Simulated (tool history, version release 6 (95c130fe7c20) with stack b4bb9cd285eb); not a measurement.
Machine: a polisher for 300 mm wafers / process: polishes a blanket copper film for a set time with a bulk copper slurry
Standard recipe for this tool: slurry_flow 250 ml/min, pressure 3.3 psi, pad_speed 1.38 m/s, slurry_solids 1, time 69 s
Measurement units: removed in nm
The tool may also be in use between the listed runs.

run,hour,slurry_flow,pressure,pad_speed,slurry_solids,time,"incoming thickness of the incoming film, nm",removed
1,0,250,3.3,1.38,1,69,2860.1,1040.8
# hour 1.3: head pressure recalibrated
# hour 16.9: slurry blender recalibrated
2,65.4,305,3.3,1.38,1,69,2854.5,1096.8
# hour 120.7: worn pad replaced by a new one
3,123.4,305,3.3,1.38,1,69,2867.6,1068.3
4,152.5,250,3.3,1.38,1,69,2882.7,1046.4
5,211.3,250,3.3,1.38,1,69,2823.4,1033.3
# hour 232.1: slurry blender recalibrated
6,258.5,250,3.3,1.38,1,69,2869.6,1016.6
7,314.8,250,3.3,1.38,1,69,2831.5,1052.2
8,363.8,250,3.6,1.38,1,69,2834.4,1127.2
# hour 372.6: worn pad replaced by a new one
9,413.1,250,3.3,1.38,1,56,2847.7,833.2
# hour 424.9: slurry nozzle cleaned
# hour 437.4: head pressure recalibrated
# hour 444: slurry blender recalibrated
10,450.5,250,3.3,1.38,1,56,2873.6,861
11,514.2,250,3.3,1.38,1,56,2864.6,862.2
12,560,250,2.3,0.9,1,69,2851.9,517.4
13,590.3,250,3.3,1.38,1.15,54,2844.1,842.8
# hour 649.4: worn pad replaced by a new one
14,658.2,250,3.3,1.38,1,69,2876,1028.9
# hour 706: slurry blender recalibrated
15,706.3,250,4.1,1.38,1,69,2856.7,1265.8
16,741.6,250,3.8,1.38,1.1,69,2865.2,1205.5
# hour 792.3: head pressure recalibrated
17,808.6,250,3.3,1.38,1,47,2843,686.4
18,847.5,250,3.3,1.38,1,69,2830.3,1020.2
# hour 872.8: worn pad replaced by a new one
# hour 985: slurry blender recalibrated
# hour 999.6: slurry nozzle cleaned
19,1028.8,250,4.2,1.38,1,91,2836.6,1793.7
20,1071,250,3.3,1.38,1,69,2865.2,1074.1
21,1120.6,205,3.3,1.38,1,69,2879.1,1029.4
# hour 1132.1: worn pad replaced by a new one
22,1152.5,250,3.3,1.38,1,56,2873.4,863.3
23,1218.9,250,3.3,1.1,0.85,69,2920.1,838.1

Selected run-to-run steps in removed, each split into two signed amounts: the part the tool would show with no hidden state at all (from settings, incoming material and random variation), and the remainder, which goes to the hidden state together with any gauge scatter not common to the measured and the hidden-state-free results:
The hidden state here: removal rate lost through wear of the pad, %; slurry flow missing at the pad, %; deviation of the head's pressure from its setpoint, %; abrasive missing from the slurry, %.
Run 9 -> 10: slurry nozzle cleaned, head pressure recalibrated, slurry blender recalibrated. removed +27.8 nm: hidden state +31.6, all else -3.8.
Run 18 -> 19: pressure 3.3 -> 4.2, time 69 -> 91, worn pad replaced by a new one, slurry blender recalibrated, slurry nozzle cleaned. removed +773.5 nm: hidden state +50.7, all else +722.8.
Run 19 -> 20: pressure 4.2 -> 3.3, time 91 -> 69. removed -719.6 nm: hidden state -3.7, all else -715.9.
